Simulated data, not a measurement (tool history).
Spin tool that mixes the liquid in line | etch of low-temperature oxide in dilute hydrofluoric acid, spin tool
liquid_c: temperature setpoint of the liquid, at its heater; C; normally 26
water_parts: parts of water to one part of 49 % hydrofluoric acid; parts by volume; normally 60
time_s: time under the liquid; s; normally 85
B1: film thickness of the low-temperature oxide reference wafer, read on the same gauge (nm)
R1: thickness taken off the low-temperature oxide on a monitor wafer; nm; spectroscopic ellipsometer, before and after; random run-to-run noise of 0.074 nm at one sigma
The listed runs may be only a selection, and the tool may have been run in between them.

{"run": 1, "hour": 0.0, "liquid_c": 26, "water_parts": 60, "time_s": 85, "B1": 79.99, "R1": 21.24}
{"run": 2, "hour": 97.3, "liquid_c": 26, "water_parts": 60, "time_s": 85, "B1": 80, "R1": 21.28}
{"run": 3, "hour": 164.8, "liquid_c": 26, "water_parts": 60, "time_s": 85, "B1": 80, "R1": 21.34}
{"run": 4, "hour": 457.0, "liquid_c": 26, "water_parts": 60, "time_s": 85, "B1": 80, "R1": 21.43}
{"run": 5, "hour": 529.8, "liquid_c": 26, "water_parts": 60, "time_s": 85, "B1": 80, "R1": 21.32}
{"run": 6, "hour": 593.0, "liquid_c": 26, "water_parts": 60, "time_s": 50, "B1": 80, "R1": 12.69}
{"run": 7, "hour": 675.0, "liquid_c": 26, "water_parts": 60, "time_s": 50, "B1": 80.01, "R1": 12.66}
{"run": 8, "hour": 734.3, "liquid_c": 26, "water_parts": 60, "time_s": 85, "B1": 80.03, "R1": 21.47}
{"run": 9, "hour": 778.4, "liquid_c": 26, "water_parts": 60, "time_s": 85, "B1": 80.03, "R1": 21.57}
{"hour": 801.7, "done": "thermometer replaced"}
{"run": 10, "hour": 842.7, "liquid_c": 26, "water_parts": 60, "time_s": 85, "B1": 79.99, "R1": 21.07}
{"run": 11, "hour": 906.3, "liquid_c": 26, "water_parts": 60, "time_s": 85, "B1": 79.99, "R1": 21.06}
{"hour": 929.5, "done": "hydrofluoric acid flow meter replaced"}
{"hour": 1105.1, "done": "gauge calibrated"}
{"run": 12, "hour": 1118.2, "liquid_c": 22, "water_parts": 80, "time_s": 130, "B1": 80, "R1": 20.08}
{"run": 13, "hour": 1168.5, "liquid_c": 26, "water_parts": 60, "time_s": 85, "B1": 80, "R1": 21.06}
{"run": 14, "hour": 1238.0, "liquid_c": 22.5, "water_parts": 60, "time_s": 45, "B1": 80.01, "R1": 9.69}
{"run": 15, "hour": 1337.9, "liquid_c": 26, "water_parts": 60, "time_s": 55, "B1": 80.03, "R1": 13.66}
{"run": 16, "hour": 1379.9, "liquid_c": 29.5, "water_parts": 60, "time_s": 130, "B1": 79.99, "R1": 37.35}
{"run": 17, "hour": 1472.8, "liquid_c": 27.5, "water_parts": 60, "time_s": 85, "B1": 79.98, "R1": 22.39}
{"run": 18, "hour": 1525.7, "liquid_c": 21, "water_parts": 60, "time_s": 85, "B1": 79.98, "R1": 17.34}
{"run": 19, "hour": 1636.3, "liquid_c": 22, "water_parts": 60, "time_s": 40, "B1": 79.97, "R1": 8.49}
{"run": 20, "hour": 1699.1, "liquid_c": 30, "water_parts": 90, "time_s": 100, "B1": 79.96, "R1": 18.57}
{"run": 21, "hour": 2005.6, "liquid_c": 26, "water_parts": 60, "time_s": 100, "B1": 80.02, "R1": 25.04}
{"run": 22, "hour": 2047.7, "liquid_c": 26, "water_parts": 60, "time_s": 85, "B1": 80, "R1": 21.41}
{"run": 23, "hour": 2118.0, "liquid_c": 26, "water_parts": 60, "time_s": 85, "B1": 80, "R1": 21.33}

Alternative continuations, all from the tool just after run 23; predict every row:
{"run": "A", "hour": 2118.4, "liquid_c": 26, "water_parts": 60, "time_s": 85, "B1": "?", "R1": "?"}
{"run": "B", "hour": 2118.4, "liquid_c": 26, "water_parts": 80, "time_s": 85, "B1": "?", "R1": "?"}
{"run": "C", "hour": 2118.4, "liquid_c": 26, "water_parts": 60, "time_s": 110, "B1": "?", "R1": "?"}

run=A B1=80 R1=21.4
run=B B1=80 R1=15.62
run=C B1=80 R1=27.7
Take away the tool's hidden state, keep each run's random variation, and the runs would have read:
run=A R1=21.07
run=B R1=15.38
run=C R1=27.27
